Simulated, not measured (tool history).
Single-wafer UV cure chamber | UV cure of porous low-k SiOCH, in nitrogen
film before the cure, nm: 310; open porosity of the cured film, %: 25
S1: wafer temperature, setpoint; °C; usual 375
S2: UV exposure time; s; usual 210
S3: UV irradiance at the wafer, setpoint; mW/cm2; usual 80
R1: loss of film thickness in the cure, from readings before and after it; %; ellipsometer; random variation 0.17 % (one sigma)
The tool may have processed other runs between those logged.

run   hour   S1   S2   S3      R1
  1      0  375  210   80  10.199
  2   35.8  375  210   80  10.651
  3   49.6  375  210   80  10.514
  4   64.6  375  210   80  10.271
  5   96.7  375  210   80  10.338
  6  131.6  375  210   80  10.177
  7  152.2  375  185   80   9.367
  8  180.4  375  185   80   9.543
  9  197.7  375  210   80  10.003
 10  214.1  375  210   80  10.462
 11  237.4  375  210   80  10.324
 12  252.8  375  210   80  10.097
 13  264.9  375  210   80  10.256
 14  298.4  375  315   62  10.838
 15  310.8  360  305  114  13.271
 16  331.4  375  210   80    9.99
 17  347.4  394  155  114  10.769
 18  363.4  375  245   80  10.666
 19  390.7  375  210  117  12.182
 20  414.8  375  210  119  11.605
     427.3  -- quartz window cleaned
       450  -- UV bulbs replaced
 21  450.5  375  210  108   12.93
 22  474.3  375  130   91   9.767
 23  498.6  383  280   93  13.978
 24  519.9  362  305   67  12.279
 25  546.4  375  210   80  11.803
 26  566.9  375  210  116  13.111
 27  585.4  359  140  100  10.373

Per-run results on a tool with no hidden state, each run keeping its own random variation:
What the log doesn't record here: lamp output below its setpoint, %; transmission lost against a clean window, %.
run      R1
  1  11.531
  2   12.08
  3  11.939
  4  11.679
  5   11.79
  6  11.643
  7  10.808
  8  11.042
  9  11.515
 10  12.062
 11  11.929
 12  11.685
 13  11.882
 14  12.502
 15  15.017
 16  11.649
 17  12.492
 18  12.374
 19  14.023
 20  13.377
 21  13.055
 22   9.902
 23  14.145
 24  12.456
 25  12.002
 26  13.324
 27  10.594

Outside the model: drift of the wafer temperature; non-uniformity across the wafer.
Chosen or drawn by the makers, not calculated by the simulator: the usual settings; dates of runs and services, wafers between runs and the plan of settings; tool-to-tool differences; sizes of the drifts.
